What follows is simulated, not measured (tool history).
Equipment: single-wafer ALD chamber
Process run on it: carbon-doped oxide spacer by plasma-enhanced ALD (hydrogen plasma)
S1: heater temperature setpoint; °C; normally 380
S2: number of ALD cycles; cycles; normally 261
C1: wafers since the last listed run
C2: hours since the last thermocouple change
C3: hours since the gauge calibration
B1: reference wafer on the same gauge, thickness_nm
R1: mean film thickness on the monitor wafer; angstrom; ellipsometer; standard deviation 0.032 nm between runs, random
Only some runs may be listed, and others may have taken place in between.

run,day,S1,S2,C1,C2,C3,B1,R1
1,0.000,380,261,0,2100.4,165.3,10.681,129.81
2,0.533,380,261,17,2113.2,178.1,10.660,130.30
3,0.917,380,235,12,2122.4,187.3,10.672,117.12
4,1.512,380,261,19,2136.7,201.6,10.688,130.48
5,2.079,380,261,18,2150.3,215.2,10.697,130.42
# day 2.508: gauge calibrated
6,2.542,380,261,14,2161.4,0.8,10.587,129.29
7,2.792,380,247,7,2167.4,6.8,10.593,122.33
8,3.088,380,247,9,2174.5,13.9,10.599,122.17
9,3.650,376,294,17,2188.0,27.4,10.599,146.30
10,4.329,380,261,21,2204.3,43.7,10.597,129.33
# day 4.675: thermocouple changed; heater temperature recalibrated
11,5.079,388,294,13,9.7,61.7,10.605,145.55
12,5.825,380,299,23,27.6,79.6,10.604,148.14
13,6.383,380,261,17,41.0,93.0,10.606,129.15
14,6.808,372,290,13,51.2,103.2,10.609,143.43
15,7.138,374,283,10,59.1,111.1,10.616,141.15
16,7.496,380,281,11,67.7,119.7,10.616,139.94

5 options for the next run, each taken on its own from the tool as it stands now. Forecast them:
A,7.529,380,261,1,68.5,120.5,?,?
B,7.529,392,287,1,68.5,120.5,?,?
C,7.529,374,222,1,68.5,120.5,?,?
D,7.529,388,261,1,68.5,120.5,?,?
E,7.529,380,308,1,68.5,120.5,?,?

run,B1,R1
A,10.606,129.22
B,10.606,142.09
C,10.606,109.91
D,10.606,129.22
E,10.606,152.48
Had the tool no hidden state, the same runs would have come out as:
run,R1
A,128.99
B,141.84
C,109.72
D,128.99
E,152.22

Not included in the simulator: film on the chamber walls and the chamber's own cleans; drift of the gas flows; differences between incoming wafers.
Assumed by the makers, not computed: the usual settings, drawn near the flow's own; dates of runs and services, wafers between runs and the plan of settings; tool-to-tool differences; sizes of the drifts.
